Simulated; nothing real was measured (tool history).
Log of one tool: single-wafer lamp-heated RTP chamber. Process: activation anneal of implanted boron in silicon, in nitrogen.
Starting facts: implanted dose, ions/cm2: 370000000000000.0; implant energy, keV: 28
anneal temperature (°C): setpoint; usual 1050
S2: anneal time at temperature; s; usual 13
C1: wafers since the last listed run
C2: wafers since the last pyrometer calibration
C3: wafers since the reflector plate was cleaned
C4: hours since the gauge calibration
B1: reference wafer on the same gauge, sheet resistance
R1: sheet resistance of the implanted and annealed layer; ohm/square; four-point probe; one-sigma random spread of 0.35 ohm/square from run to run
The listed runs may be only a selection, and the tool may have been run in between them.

Run 1, hour 0.0: usual settings but S2 9 s; C1 0; C2 27; C3 7979; C4 304.5; B1 209.10. Result: R1 231.54 ohm/square.
Run 2, hour 34.5: usual settings but anneal temperature (°C) 1034; C1 392; C2 420; C3 8372; C4 339.0; B1 209.01. Result: R1 232.45 ohm/square.
Run 3, hour 62.7: usual settings but anneal temperature (°C) 1039, S2 17 s; C1 321; C2 741; C3 8693; C4 367.2; B1 209.16. Result: R1 230.90 ohm/square.
Run 4, hour 97.8: usual settings; C1 399; C2 1140; C3 9093; C4 402.3; B1 208.94. Result: R1 231.57 ohm/square.
Run 5, hour 190.6: usual settings; C1 1056; C2 2197; C3 10150; C4 495.1; B1 208.94. Result: R1 231.53 ohm/square.
Run 6, hour 212.2: usual settings; C1 245; C2 2443; C3 10396; C4 516.7; B1 209.00. Result: R1 231.14 ohm/square.
Run 7, hour 228.0: usual settings but S2 7 s; C1 179; C2 2623; C3 10576; C4 532.5; B1 209.05. Result: R1 232.42 ohm/square.
At hour 265.9: pyrometer window cleaned and pyrometer calibrated.
Run 8, hour 266.4: usual settings but S2 7 s; C1 346; C2 5; C3 10922; C4 570.9; B1 209.19. Result: R1 232.44 ohm/square.
Run 9, hour 275.9: usual settings but S2 7 s; C1 108; C2 113; C3 11030; C4 580.4; B1 208.89. Result: R1 231.66 ohm/square.
At hour 299.7: gauge calibrated.
Run 10, hour 307.0: usual settings; C1 354; C2 467; C3 11384; C4 7.3; B1 208.93. Result: R1 231.20 ohm/square.
Run 11, hour 323.9: usual settings; C1 192; C2 660; C3 11577; C4 24.2; B1 209.00. Result: R1 231.30 ohm/square.
Run 12, hour 356.7: usual settings; C1 373; C2 1033; C3 11950; C4 57.0; B1 208.98. Result: R1 230.67 ohm/square.
Run 13, hour 379.8: usual settings; C1 263; C2 1296; C3 12214; C4 80.1; B1 209.03. Result: R1 231.00 ohm/square.
Run 14, hour 397.1: usual settings but S2 8 s; C1 197; C2 1493; C3 12411; C4 97.4; B1 209.11. Result: R1 232.20 ohm/square.
Run 15, hour 421.8: usual settings but S2 8 s; C1 281; C2 1775; C3 12692; C4 122.1; B1 208.99. Result: R1 232.18 ohm/square.
Run 16, hour 457.8: usual settings but S2 8 s; C1 409; C2 2185; C3 13102; C4 158.1; B1 209.12. Result: R1 232.25 ohm/square.
Run 17, hour 514.8: usual settings; C1 649; C2 2834; C3 13751; C4 215.1; B1 208.94. Result: R1 231.50 ohm/square.
At hour 526.3: pyrometer window cleaned and pyrometer calibrated.
Run 18, hour 538.3: usual settings but S2 20 s; C1 176; C2 136; C3 13928; C4 238.6; B1 208.93. Result: R1 230.22 ohm/square.
At hour 559.3: reflector plate cleaned.
Run 19, hour 559.8: usual settings; C1 153; C2 289; C3 5; C4 260.1; B1 209.08. Result: R1 230.29 ohm/square.
Run 20, hour 583.4: usual settings but anneal temperature (°C) 1021, S2 19 s; C1 268; C2 558; C3 273; C4 283.7; B1 208.90. Result: R1 233.15 ohm/square.
Run 21, hour 612.6: usual settings but anneal temperature (°C) 1040, S2 18 s; C1 332; C2 891; C3 606; C4 312.9; B1 208.95. Result: R1 230.94 ohm/square.
Run 22, hour 635.4: usual settings but anneal temperature (°C) 1079; C1 259; C2 1150; C3 866; C4 335.7; B1 209.01. Result: R1 229.61 ohm/square.
Run 23, hour 651.5: usual settings but anneal temperature (°C) 1036, S2 20 s; C1 183; C2 1334; C3 1049; C4 351.8; B1 208.87. Result: R1 231.17 ohm/square.
Run 24, hour 663.7: usual settings but anneal temperature (°C) 1024, S2 11 s; C1 138; C2 1473; C3 1188; C4 364.0; B1 208.91. Result: R1 233.69 ohm/square.
At hour 747.1: pyrometer window cleaned and pyrometer calibrated.
Run 25, hour 759.2: usual settings; C1 996; C2 137; C3 2184; C4 459.5; B1 208.93. Result: R1 230.60 ohm/square.
Run 26, hour 785.7: usual settings but anneal temperature (°C) 1030, S2 6 s; C1 301; C2 439; C3 2486; C4 486.0; B1 209.00. Result: R1 233.96 ohm/square.
Run 27, hour 802.4: usual settings but S2 9 s; C1 190; C2 629; C3 2676; C4 502.7; B1 209.17. Result: R1 231.59 ohm/square.
Run 28, hour 817.8: usual settings but anneal temperature (°C) 1026, S2 20 s; C1 175; C2 805; C3 2852; C4 518.1; B1 209.02. Result: R1 231.97 ohm/square.
Run 29, hour 846.7: usual settings but S2 19 s; C1 329; C2 1134; C3 3181; C4 547.0; B1 208.88. Result: R1 230.62 ohm/square.
At hour 849.5: gauge calibrated.
Run 30, hour 869.6: usual settings but anneal temperature (°C) 1036, S2 9 s; C1 260; C2 1395; C3 3442; C4 20.1; B1 209.14. Result: R1 233.16 ohm/square.
Run 31, hour 885.1: usual settings but anneal temperature (°C) 1069, S2 11 s; C1 176; C2 1571; C3 3618; C4 35.6; B1 209.00. Result: R1 230.10 ohm/square.
Run 32, hour 919.8: usual settings but anneal temperature (°C) 1064, S2 17 s; C1 395; C2 1966; C3 4013; C4 70.3; B1 209.01. Result: R1 230.11 ohm/square.
Run 33, hour 938.7: usual settings but S2 7 s; C1 215; C2 2182; C3 4229; C4 89.2; B1 208.86. Result: R1 232.72 ohm/square.
At hour 973.4: pyrometer window cleaned and pyrometer calibrated.
Run 34, hour 974.7: usual settings but anneal temperature (°C) 1072, S2 18 s; C1 318; C2 14; C3 4548; C4 125.2; B1 209.00. Result: R1 230.32 ohm/square.
Run 35, hour 995.3: usual settings; C1 234; C2 249; C3 4782; C4 145.8; B1 208.99. Result: R1 231.41 ohm/square.
Run 36, hour 1021.3: usual settings but anneal temperature (°C) 1070; C1 296; C2 545; C3 5078; C4 171.8; B1 209.07. Result: R1 230.67 ohm/square.
Run 37, hour 1051.7: usual settings but anneal temperature (°C) 1023, S2 19 s; C1 346; C2 891; C3 5424; C4 202.2; B1 209.00. Result: R1 232.83 ohm/square.
Run 38, hour 1069.9: usual settings but anneal temperature (°C) 1023, S2 18 s; C1 207; C2 1098; C3 5632; C4 220.4; B1 209.14. Result: R1 232.81 ohm/square.

Give the tool's hidden conditions for every run:
true wafer temperature minus pyrometer reading, K: 0, the same for each run
wafer temperature error from the tarnished reflector plate, K: 0, the same for each run
gauge reads high (%): 0, the same for each run

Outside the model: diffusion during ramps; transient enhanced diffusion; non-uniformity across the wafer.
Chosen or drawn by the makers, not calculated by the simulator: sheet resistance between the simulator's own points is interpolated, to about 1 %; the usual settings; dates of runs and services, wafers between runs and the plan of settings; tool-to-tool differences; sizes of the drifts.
